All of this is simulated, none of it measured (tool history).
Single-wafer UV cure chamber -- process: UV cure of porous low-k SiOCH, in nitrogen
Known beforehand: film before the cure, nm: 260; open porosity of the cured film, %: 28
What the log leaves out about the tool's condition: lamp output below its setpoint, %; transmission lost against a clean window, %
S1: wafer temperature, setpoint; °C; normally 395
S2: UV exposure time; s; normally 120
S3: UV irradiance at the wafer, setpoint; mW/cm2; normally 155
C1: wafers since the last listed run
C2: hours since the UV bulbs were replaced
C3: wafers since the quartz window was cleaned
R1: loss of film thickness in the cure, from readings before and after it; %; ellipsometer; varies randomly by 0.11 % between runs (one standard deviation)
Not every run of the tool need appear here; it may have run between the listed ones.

run 1 hour=0 | S1=395 S2=120 S3=155 | C1=0 C2=1671.2 C3=783 | R1=10.618
run 2 hour=24.4 | S1=395 S2=120 S3=155 | C1=329 C2=1695.6 C3=1112 | R1=10.407
run 3 hour=45 | S1=408 S2=120 S3=155 | C1=277 C2=1716.2 C3=1390 | R1=10.524
run 4 hour=64.6 | S1=395 S2=120 S3=155 | C1=264 C2=1735.8 C3=1654 | R1=10.067
-- hour=86.7 quartz window cleaned
run 5 hour=87.2 | S1=395 S2=120 S3=155 | C1=196 C2=1758.4 C3=7 | R1=11.217
run 6 hour=171.3 | S1=395 S2=120 S3=170 | C1=1134 C2=1842.5 C3=1141 | R1=10.769
-- hour=203.3 UV bulbs replaced
run 7 hour=203.8 | S1=395 S2=120 S3=170 | C1=330 C2=0.5 C3=1472 | R1=12.28
-- hour=227.8 quartz window cleaned
run 8 hour=270.9 | S1=395 S2=120 S3=170 | C1=797 C2=67.6 C3=581 | R1=13
run 9 hour=300 | S1=383 S2=120 S3=155 | C1=392 C2=96.7 C3=974 | R1=11.897
run 10 hour=327.8 | S1=401 S2=120 S3=128 | C1=375 C2=124.5 C3=1349 | R1=11.069
-- hour=338.6 quartz window cleaned
run 11 hour=357.6 | S1=395 S2=120 S3=155 | C1=294 C2=154.3 C3=256 | R1=12.574
run 12 hour=378.6 | S1=412 S2=120 S3=155 | C1=283 C2=175.3 C3=539 | R1=12.539
run 13 hour=416.6 | S1=410 S2=60 S3=129 | C1=512 C2=213.3 C3=1052 | R1=7.853
run 14 hour=432.1 | S1=386 S2=180 S3=155 | C1=209 C2=228.8 C3=1261 | R1=13.626
run 15 hour=458.2 | S1=413 S2=155 S3=140 | C1=352 C2=254.9 C3=1613 | R1=12.49
-- hour=481.1 quartz window cleaned
run 16 hour=481.6 | S1=395 S2=120 S3=186 | C1=207 C2=278.3 C3=7 | R1=13.445
run 17 hour=505.3 | S1=395 S2=120 S3=155 | C1=319 C2=302 C3=326 | R1=12.021
run 18 hour=520.6 | S1=388 S2=120 S3=155 | C1=206 C2=317.3 C3=533 | R1=11.996
run 19 hour=545.6 | S1=395 S2=120 S3=142 | C1=337 C2=342.3 C3=870 | R1=11.311
run 20 hour=580.1 | S1=395 S2=120 S3=155 | C1=465 C2=376.8 C3=1336 | R1=11.638
-- hour=598.4 quartz window cleaned
run 21 hour=599.8 | S1=404 S2=50 S3=120 | C1=157 C2=396.5 C3=18 | R1=6.818
run 22 hour=615.6 | S1=395 S2=90 S3=155 | C1=213 C2=412.3 C3=232 | R1=10.454
run 23 hour=639.2 | S1=395 S2=120 S3=155 | C1=318 C2=435.9 C3=550 | R1=11.58

Hidden condition of the tool, last listed run before each entry between runs versus first listed run after:
Run 4 -> run 5: quartz window cleaned (hour 86.7)
  lamp output below its setpoint, %: 33.9 -> 34; transmission lost against a clean window, %: 21.8 -> 0.668
  measured result minus the result with no hidden state, R1: -3.346 -> -2.153 %
Run 6 -> run 7: UV bulbs replaced (hour 203.3)
  lamp output below its setpoint, %: 34.2 -> 3.59; transmission lost against a clean window, %: 13.8 -> 18.9
  measured result minus the result with no hidden state, R1: -2.859 -> -1.247 %
Run 7 -> run 8: quartz window cleaned (hour 227.8)
  lamp output below its setpoint, %: 3.59 -> 6.97; transmission lost against a clean window, %: 18.9 -> 7.16
  measured result minus the result with no hidden state, R1: -1.247 -> -0.759 %
Run 10 -> run 11: quartz window cleaned (hour 338.6)
  lamp output below its setpoint, %: 9.57 -> 10.8; transmission lost against a clean window, %: 16.1 -> 4.14
  measured result minus the result with no hidden state, R1: -1.392 -> -0.812 %
Run 15 -> run 16: quartz window cleaned (hour 481.1)
  lamp output below its setpoint, %: 14.7 -> 15.6; transmission lost against a clean window, %: 19.9 -> 0.227
  measured result minus the result with no hidden state, R1: -1.981 -> -0.902 %
Run 20 -> run 21: quartz window cleaned (hour 598.4)
  lamp output below its setpoint, %: 18.7 -> 19.3; transmission lost against a clean window, %: 15.6 -> 2.6
  measured result minus the result with no hidden state, R1: -1.964 -> -1.1 %
